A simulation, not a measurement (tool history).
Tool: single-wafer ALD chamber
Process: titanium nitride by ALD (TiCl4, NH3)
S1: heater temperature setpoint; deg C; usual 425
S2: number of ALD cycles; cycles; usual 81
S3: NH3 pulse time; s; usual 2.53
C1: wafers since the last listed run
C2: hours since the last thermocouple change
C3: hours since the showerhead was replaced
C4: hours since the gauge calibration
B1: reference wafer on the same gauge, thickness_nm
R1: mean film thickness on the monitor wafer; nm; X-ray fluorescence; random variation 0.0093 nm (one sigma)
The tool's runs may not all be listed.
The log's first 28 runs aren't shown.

Run 29, hour 646.9: usual settings; C1 82; C2 189.2; C3 255.6; C4 91.9; B1 1.992. Result: R1 1.706 nm.
Run 30, hour 665.5: usual settings but S1 438 deg C, S2 71 cycles, S3 1.61 s; C1 47; C2 207.8; C3 274.2; C4 110.5; B1 1.992. Result: R1 1.469 nm.
Run 31, hour 692.0: usual settings; C1 68; C2 234.3; C3 300.7; C4 137.0; B1 1.992. Result: R1 1.714 nm.
Run 32, hour 714.1: usual settings but S1 411 deg C; C1 56; C2 256.4; C3 322.8; C4 159.1; B1 1.996. Result: R1 1.704 nm.
Run 33, hour 734.5: usual settings but S1 419 deg C, S2 66 cycles, S3 3.47 s; C1 52; C2 276.8; C3 343.2; C4 179.5; B1 1.997. Result: R1 1.418 nm.
Run 34, hour 768.3: usual settings but S1 417 deg C, S2 65 cycles, S3 2.06 s; C1 86; C2 310.6; C3 377.0; C4 213.3; B1 2.000. Result: R1 1.369 nm.
Run 35, hour 799.2: usual settings; C1 79; C2 341.5; C3 407.9; C4 244.2; B1 2.003. Result: R1 1.717 nm.
Run 36, hour 826.1: usual settings but S1 436 deg C, S2 91 cycles, S3 1.99 s; C1 69; C2 368.4; C3 434.8; C4 271.1; B1 2.003. Result: R1 1.924 nm.
Run 37, hour 931.8: usual settings but S1 436 deg C, S2 69 cycles; C1 271; C2 474.1; C3 540.5; C4 376.8; B1 2.010. Result: R1 1.481 nm.
Run 38, hour 963.2: usual settings but S1 414 deg C, S2 71 cycles; C1 80; C2 505.5; C3 571.9; C4 408.2; B1 2.014. Result: R1 1.514 nm.
Run 39, hour 984.7: usual settings; C1 55; C2 527.0; C3 593.4; C4 429.7; B1 2.015. Result: R1 1.738 nm.
Run 40, hour 1004.2: usual settings but S1 435 deg C, S2 87 cycles; C1 50; C2 546.5; C3 612.9; C4 449.2; B1 2.016. Result: R1 1.867 nm.

Forecast each of these 4 alternatives for the next run:
Run A, hour 1004.8: usual settings but S2 96 cycles; C1 1; C2 547.1; C3 613.5; C4 449.8; B1 ?. Result: R1 ?.
Run B, hour 1004.8: usual settings but S1 420 deg C, S2 71 cycles; C1 1; C2 547.1; C3 613.5; C4 449.8; B1 ?. Result: R1 ?.
Run C, hour 1004.8: usual settings but S2 66 cycles, S3 3.49 s; C1 1; C2 547.1; C3 613.5; C4 449.8; B1 ?. Result: R1 ?.
Run D, hour 1004.8: usual settings but S1 433 deg C, S2 87 cycles, S3 3.45 s; C1 1; C2 547.1; C3 613.5; C4 449.8; B1 ?. Result: R1 ?.

run     B1     R1
  A  2.017  2.038
  B  2.017  1.505
  C  2.017  1.414
  D  2.017  1.860
Without the tool's hidden state the same runs would have given:
run     R1
  A  2.010
  B  1.485
  C  1.395
  D  1.835

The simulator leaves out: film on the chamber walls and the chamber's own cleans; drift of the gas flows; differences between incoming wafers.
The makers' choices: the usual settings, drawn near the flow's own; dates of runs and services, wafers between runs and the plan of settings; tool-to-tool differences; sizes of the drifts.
